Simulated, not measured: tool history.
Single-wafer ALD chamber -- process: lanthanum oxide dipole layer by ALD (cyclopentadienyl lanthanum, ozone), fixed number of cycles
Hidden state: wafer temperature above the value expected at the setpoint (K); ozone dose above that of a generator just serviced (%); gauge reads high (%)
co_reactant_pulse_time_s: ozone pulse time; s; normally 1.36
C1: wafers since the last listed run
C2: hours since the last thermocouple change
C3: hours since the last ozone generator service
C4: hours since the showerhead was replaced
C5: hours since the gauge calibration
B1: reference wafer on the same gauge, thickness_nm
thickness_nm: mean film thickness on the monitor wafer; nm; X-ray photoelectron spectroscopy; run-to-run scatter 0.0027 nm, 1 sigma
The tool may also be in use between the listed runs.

{"run": 1, "hour": 0.0, "co_reactant_pulse_time_s": 1.36, "C1": 0, "C2": 1558.7, "C3": 319.9, "C4": 4809.8, "C5": 171.8, "B1": 0.61, "thickness_nm": 0.5}
{"run": 2, "hour": 19.1, "co_reactant_pulse_time_s": 1.36, "C1": 377, "C2": 1577.8, "C3": 339.0, "C4": 4828.9, "C5": 190.9, "B1": 0.611, "thickness_nm": 0.499}
{"hour": 44.2, "done": "gauge calibrated"}
{"run": 3, "hour": 53.3, "co_reactant_pulse_time_s": 1.59, "C1": 675, "C2": 1612.0, "C3": 373.2, "C4": 4863.1, "C5": 9.1, "B1": 0.611, "thickness_nm": 0.512}
{"run": 4, "hour": 68.4, "co_reactant_pulse_time_s": 1.59, "C1": 298, "C2": 1627.1, "C3": 388.3, "C4": 4878.2, "C5": 24.2, "B1": 0.611, "thickness_nm": 0.507}
{"run": 5, "hour": 100.7, "co_reactant_pulse_time_s": 1.36, "C1": 638, "C2": 1659.4, "C3": 420.6, "C4": 4910.5, "C5": 56.5, "B1": 0.611, "thickness_nm": 0.489}
{"run": 6, "hour": 128.1, "co_reactant_pulse_time_s": 1.36, "C1": 541, "C2": 1686.8, "C3": 448.0, "C4": 4937.9, "C5": 83.9, "B1": 0.611, "thickness_nm": 0.487}
{"run": 7, "hour": 150.1, "co_reactant_pulse_time_s": 1.36, "C1": 434, "C2": 1708.8, "C3": 470.0, "C4": 4959.9, "C5": 105.9, "B1": 0.61, "thickness_nm": 0.48}
{"run": 8, "hour": 168.4, "co_reactant_pulse_time_s": 1.22, "C1": 361, "C2": 1727.1, "C3": 488.3, "C4": 4978.2, "C5": 124.2, "B1": 0.611, "thickness_nm": 0.467}
{"hour": 191.3, "done": "thermocouple changed; heater temperature recalibrated"}
{"hour": 193.9, "done": "ozone generator serviced"}
{"run": 9, "hour": 199.1, "co_reactant_pulse_time_s": 1.75, "C1": 397, "C2": 7.8, "C3": 5.2, "C4": 5008.9, "C5": 154.9, "B1": 0.612, "thickness_nm": 0.463}
{"run": 10, "hour": 212.7, "co_reactant_pulse_time_s": 1.0, "C1": 268, "C2": 21.4, "C3": 18.8, "C4": 5022.5, "C5": 168.5, "B1": 0.611, "thickness_nm": 0.353}
{"run": 11, "hour": 227.2, "co_reactant_pulse_time_s": 1.36, "C1": 286, "C2": 35.9, "C3": 33.3, "C4": 5037.0, "C5": 183.0, "B1": 0.611, "thickness_nm": 0.418}
{"hour": 250.8, "done": "gauge calibrated"}
{"run": 12, "hour": 254.6, "co_reactant_pulse_time_s": 1.52, "C1": 541, "C2": 63.3, "C3": 60.7, "C4": 5064.4, "C5": 3.8, "B1": 0.612, "thickness_nm": 0.44}
{"hour": 285.6, "done": "ozone generator serviced, repeated, since the last time left the tool worse"}
{"hour": 286.5, "done": "showerhead replaced"}
{"run": 13, "hour": 289.8, "co_reactant_pulse_time_s": 1.36, "C1": 520, "C2": 98.5, "C3": 4.2, "C4": 3.3, "C5": 39.0, "B1": 0.61, "thickness_nm": 0.514}
{"run": 14, "hour": 320.5, "co_reactant_pulse_time_s": 1.03, "C1": 606, "C2": 129.2, "C3": 34.9, "C4": 34.0, "C5": 69.7, "B1": 0.611, "thickness_nm": 0.477}
{"run": 15, "hour": 353.0, "co_reactant_pulse_time_s": 1.36, "C1": 642, "C2": 161.7, "C3": 67.4, "C4": 66.5, "C5": 102.2, "B1": 0.611, "thickness_nm": 0.511}
{"run": 16, "hour": 367.9, "co_reactant_pulse_time_s": 1.68, "C1": 294, "C2": 176.6, "C3": 82.3, "C4": 81.4, "C5": 117.1, "B1": 0.61, "thickness_nm": 0.529}

Consider 5 possible next runs. They are alternatives, not a sequence: every one starts from the tool as it was left by run 16. What does each give?
{"run": "A", "hour": 368.3, "co_reactant_pulse_time_s": 1.36, "C1": 7, "C2": 177.0, "C3": 82.7, "C4": 81.8, "C5": 117.5, "B1": "?", "thickness_nm": "?"}
{"run": "B", "hour": 368.3, "co_reactant_pulse_time_s": 1.89, "C1": 7, "C2": 177.0, "C3": 82.7, "C4": 81.8, "C5": 117.5, "B1": "?", "thickness_nm": "?"}
{"run": "C", "hour": 368.3, "co_reactant_pulse_time_s": 0.91, "C1": 7, "C2": 177.0, "C3": 82.7, "C4": 81.8, "C5": 117.5, "B1": "?", "thickness_nm": "?"}
{"run": "D", "hour": 368.3, "co_reactant_pulse_time_s": 1.5, "C1": 7, "C2": 177.0, "C3": 82.7, "C4": 81.8, "C5": 117.5, "B1": "?", "thickness_nm": "?"}
{"run": "E", "hour": 368.3, "co_reactant_pulse_time_s": 1.66, "C1": 7, "C2": 177.0, "C3": 82.7, "C4": 81.8, "C5": 117.5, "B1": "?", "thickness_nm": "?"}

run=A B1=0.611 thickness_nm=0.515
run=B B1=0.611 thickness_nm=0.540
run=C B1=0.611 thickness_nm=0.457
run=D B1=0.611 thickness_nm=0.525
run=E B1=0.611 thickness_nm=0.533
The same runs, with their run-to-run variation unchanged, on a tool lacking any hidden condition would have given:
run=A thickness_nm=0.516
run=B thickness_nm=0.541
run=C thickness_nm=0.459
run=D thickness_nm=0.526
run=E thickness_nm=0.533
